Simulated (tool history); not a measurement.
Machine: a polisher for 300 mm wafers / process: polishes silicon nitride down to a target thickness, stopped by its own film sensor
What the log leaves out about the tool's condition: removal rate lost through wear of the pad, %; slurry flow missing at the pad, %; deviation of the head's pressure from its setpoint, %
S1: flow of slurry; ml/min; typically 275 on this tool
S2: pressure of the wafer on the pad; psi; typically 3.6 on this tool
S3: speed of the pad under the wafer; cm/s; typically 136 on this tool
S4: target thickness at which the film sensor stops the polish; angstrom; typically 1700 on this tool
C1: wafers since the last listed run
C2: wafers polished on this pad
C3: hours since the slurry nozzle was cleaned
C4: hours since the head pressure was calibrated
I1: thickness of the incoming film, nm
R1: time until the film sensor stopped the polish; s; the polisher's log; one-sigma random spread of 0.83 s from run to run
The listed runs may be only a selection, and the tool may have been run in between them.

Run 1, hour 0.0: usual settings but S1 215 ml/min; C1 0; C2 911; C3 382.9; C4 341.8; I1 314.4. Result: R1 71.9 s.
At hour 47.0: slurry nozzle cleaned.
Run 2, hour 53.4: usual settings but S1 215 ml/min; C1 543; C2 1454; C3 6.4; C4 395.2; I1 309.1. Result: R1 76.3 s.
At hour 85.8: worn pad replaced by a new one.
Run 3, hour 95.9: usual settings; C1 399; C2 104; C3 48.9; C4 437.7; I1 310.2. Result: R1 68.0 s.
Run 4, hour 152.9: usual settings but S3 110 cm/s; C1 590; C2 695; C3 105.9; C4 494.7; I1 305.7. Result: R1 77.3 s.
Run 5, hour 192.8: usual settings; C1 413; C2 1109; C3 145.8; C4 534.6; I1 314.8. Result: R1 72.8 s.
Run 6, hour 230.4: usual settings but S2 4.5 psi, S3 108 cm/s; C1 389; C2 1499; C3 183.4; C4 572.2; I1 309.3. Result: R1 72.2 s.
At hour 262.8: worn pad replaced by a new one.
Run 7, hour 263.3: usual settings but S2 4.0 psi; C1 299; C2 5; C3 216.3; C4 605.1; I1 310.7. Result: R1 62.0 s.
Run 8, hour 289.2: usual settings but S2 4.0 psi; C1 268; C2 273; C3 242.2; C4 631.0; I1 307.8. Result: R1 61.7 s.
At hour 331.8: head pressure recalibrated.
Run 9, hour 344.5: usual settings but S2 4.0 psi; C1 552; C2 826; C3 297.5; C4 12.7; I1 307.9. Result: R1 62.9 s.
Run 10, hour 407.0: usual settings; C1 647; C2 1474; C3 360.0; C4 75.2; I1 309.8. Result: R1 74.9 s.
Run 11, hour 438.0: usual settings but S3 154 cm/s; C1 321; C2 1795; C3 391.0; C4 106.2; I1 310.5. Result: R1 72.1 s.
At hour 446.5: worn pad replaced by a new one.
At hour 484.1: slurry nozzle cleaned.
Run 12, hour 484.6: usual settings but S2 3.0 psi, S3 170 cm/s, S4 2100 angstrom; C1 431; C2 384; C3 0.5; C4 152.8; I1 307.8. Result: R1 47.2 s.
Run 13, hour 554.3: usual settings but S4 1440 angstrom; C1 722; C2 1106; C3 70.2; C4 222.5; I1 306.4. Result: R1 82.0 s.
At hour 604.3: worn pad replaced by a new one.
Run 14, hour 613.8: usual settings but S1 245 ml/min, S2 2.7 psi, S3 100 cm/s, S4 1950 angstrom; C1 575; C2 98; C3 129.7; C4 282.0; I1 310.1. Result: R1 89.6 s.
Run 15, hour 664.7: usual settings but S1 310 ml/min, S2 4.2 psi, S4 1940 angstrom; C1 527; C2 626; C3 180.6; C4 332.9; I1 306.6. Result: R1 48.9 s.
Run 16, hour 690.7: usual settings but S3 98 cm/s; C1 269; C2 896; C3 206.6; C4 358.9; I1 312.0. Result: R1 87.1 s.
At hour 743.8: worn pad replaced by a new one.
Run 17, hour 760.4: usual settings but S1 325 ml/min, S3 108 cm/s, S4 1870 angstrom; C1 681; C2 172; C3 276.3; C4 428.6; I1 311.0. Result: R1 71.3 s.
Run 18, hour 801.5: usual settings but S1 215 ml/min; C1 426; C2 598; C3 317.4; C4 469.7; I1 305.5. Result: R1 67.4 s.

Predict each of these 5 candidate next runs independently; none follows another, all start after run 18:
Run A, hour 801.9: usual settings but S4 1290 angstrom; C1 4; C2 602; C3 317.8; C4 470.1; I1 311.5. Result: R1 ?.
Run B, hour 801.9: usual settings but S3 160 cm/s; C1 4; C2 602; C3 317.8; C4 470.1; I1 311.5. Result: R1 ?.
Run C, hour 801.9: usual settings but S1 350 ml/min, S2 4.0 psi, S4 1350 angstrom; C1 4; C2 602; C3 317.8; C4 470.1; I1 311.5. Result: R1 ?.
Run D, hour 801.9: usual settings but S2 4.4 psi; C1 4; C2 602; C3 317.8; C4 470.1; I1 311.5. Result: R1 ?.
Run E, hour 801.9: usual settings but S1 235 ml/min; C1 4; C2 602; C3 317.8; C4 470.1; I1 311.5. Result: R1 ?.

run    R1
  A  91.8
  B  63.5
  C  79.7
  D  59.7
  E  71.9
Without the tool's unlogged condition, the same runs would have read:
run    R1
  A  89.3
  B  61.8
  C  77.6
  D  58.1
  E  70.0
